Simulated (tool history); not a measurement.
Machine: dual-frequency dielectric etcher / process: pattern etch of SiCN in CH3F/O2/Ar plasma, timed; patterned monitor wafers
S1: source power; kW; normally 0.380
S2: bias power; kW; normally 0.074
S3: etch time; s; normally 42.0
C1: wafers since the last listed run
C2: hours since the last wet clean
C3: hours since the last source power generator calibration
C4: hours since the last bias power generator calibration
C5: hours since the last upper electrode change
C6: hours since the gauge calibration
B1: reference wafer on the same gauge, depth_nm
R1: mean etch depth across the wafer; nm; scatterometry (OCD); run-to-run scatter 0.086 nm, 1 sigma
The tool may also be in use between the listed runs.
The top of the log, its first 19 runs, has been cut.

run,hour,S1,S2,S3,C1,C2,C3,C4,C5,C6,B1,R1
20,832.0,0.290,0.059,42.0,894,218.5,646.5,655.5,867.0,315.6,14.41,11.49
21,875.1,0.380,0.061,50.0,605,261.6,689.6,698.6,910.1,358.7,14.42,15.32
22,936.3,0.380,0.074,47.5,859,322.8,750.8,759.8,971.3,419.9,14.39,15.29
23,1004.8,0.380,0.074,42.0,961,391.3,819.3,828.3,1039.8,488.4,14.41,13.32
24,1074.3,0.350,0.062,48.0,975,460.8,888.8,897.8,1109.3,557.9,14.40,14.19
25,1119.9,0.330,0.074,33.0,640,506.4,934.4,943.4,1154.9,603.5,14.41,9.90
# hour 1178.6: wet clean of the chamber
26,1191.4,0.450,0.085,53.5,666,12.8,1005.9,1014.9,1226.4,675.0,14.37,19.51
27,1261.7,0.380,0.090,33.5,987,83.1,1076.2,1085.2,1296.7,745.3,14.42,11.52
28,1442.5,0.410,0.058,42.0,2538,263.9,1257.0,1266.0,1477.5,926.1,14.44,12.98
29,1504.7,0.420,0.074,42.0,873,326.1,1319.2,1328.2,1539.7,988.3,14.41,14.10
30,1550.3,0.290,0.068,54.0,640,371.7,1364.8,1373.8,1585.3,1033.9,14.39,15.02

4 ways to go on from here, each from the tool as it stands after run 30. What would each give?
A,1550.7,0.380,0.074,42.0,5,372.1,1365.2,1374.2,1585.7,1034.3,?,?
B,1550.7,0.440,0.074,37.0,5,372.1,1365.2,1374.2,1585.7,1034.3,?,?
C,1550.7,0.280,0.060,33.0,5,372.1,1365.2,1374.2,1585.7,1034.3,?,?
D,1550.7,0.420,0.079,42.0,5,372.1,1365.2,1374.2,1585.7,1034.3,?,?

run,B1,R1
A,14.44,13.56
B,14.44,12.67
C,14.44,8.87
D,14.44,14.39
With the hidden condition removed and each run's random variation left untouched, the same runs would have given:
run,R1
A,13.94
B,13.02
C,9.11
D,14.78
